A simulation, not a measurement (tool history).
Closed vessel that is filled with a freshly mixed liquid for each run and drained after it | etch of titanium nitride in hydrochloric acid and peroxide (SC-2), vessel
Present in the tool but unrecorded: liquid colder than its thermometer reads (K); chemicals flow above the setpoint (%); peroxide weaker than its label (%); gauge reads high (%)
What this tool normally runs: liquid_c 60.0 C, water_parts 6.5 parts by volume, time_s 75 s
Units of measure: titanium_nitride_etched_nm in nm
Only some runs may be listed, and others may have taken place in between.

run	hour	liquid_c	water_parts	time_s	wafers since the last listed run	hours since the thermometer was replaced	hours since the chemicals flow meter was replaced	hours since the drum of peroxide was connected	hours since the gauge calibration	read-back film thickness of the titanium nitride reference wafer, read on the same gauge (nm)	titanium_nitride_etched_nm
1	0.0	60.0	6.5	75	0	187.4	349.3	578.5	25.7	110.01	8.07
2	60.2	60.0	6.5	75	7314	247.6	409.5	638.7	85.9	110.00	8.09
3	303.7	60.0	4.0	75	29585	491.1	653.0	882.2	329.4	110.01	11.31
4	365.1	60.0	4.0	75	7460	552.5	714.4	943.6	390.8	110.01	11.19
5	436.7	60.0	4.0	75	8699	624.1	786.0	1015.2	462.4	110.00	11.24
# hour 489.5: thermometer replaced
# hour 527.7: new drum of peroxide connected
6	536.5	60.0	6.5	75	11882	47.0	885.8	8.8	562.2	110.02	8.32
7	631.9	60.0	6.5	75	11591	142.4	981.2	104.2	657.6	109.98	8.29
8	863.6	60.0	7.5	95	28151	374.1	1212.9	335.9	889.3	109.99	9.26
9	964.9	64.0	5.5	50	12307	475.4	1314.2	437.2	990.6	109.98	7.78
# hour 981.6: gauge calibrated
# hour 1039.0: chemicals flow meter replaced
10	1060.8	60.0	4.5	50	11530	571.3	21.8	533.1	79.2	110.00	7.00
11	1165.4	60.0	9.5	75	12708	675.9	126.4	637.7	183.8	109.99	5.96
12	1248.3	69.5	4.0	35	10072	758.8	209.3	720.6	266.7	109.99	9.42
# hour 1294.7: thermometer replaced
13	1358.2	56.0	6.5	45	13231	63.5	319.2	830.5	376.6	110.00	3.74
14	1460.4	60.0	6.5	75	12417	165.7	421.4	932.7	478.8	110.02	7.88

Each row is a separate what-if for the run after 14, all from the same tool condition, not one after another. Results?
A	1461.1	60.0	6.5	35	85	166.4	422.1	933.4	479.5	?	?
B	1461.1	62.5	4.5	105	85	166.4	422.1	933.4	479.5	?	?
C	1461.1	65.0	6.5	75	85	166.4	422.1	933.4	479.5	?	?
D	1461.1	70.0	8.5	120	85	166.4	422.1	933.4	479.5	?	?

run	read-back film thickness of the titanium nitride reference wafer, read on the same gauge (nm)	titanium_nitride_etched_nm
A	110.01	3.70
B	110.01	17.01
C	110.01	10.81
D	110.01	18.88
Without the tool's hidden state the same runs would have given:
run	titanium_nitride_etched_nm
A	3.87
B	17.73
C	11.29
D	19.74
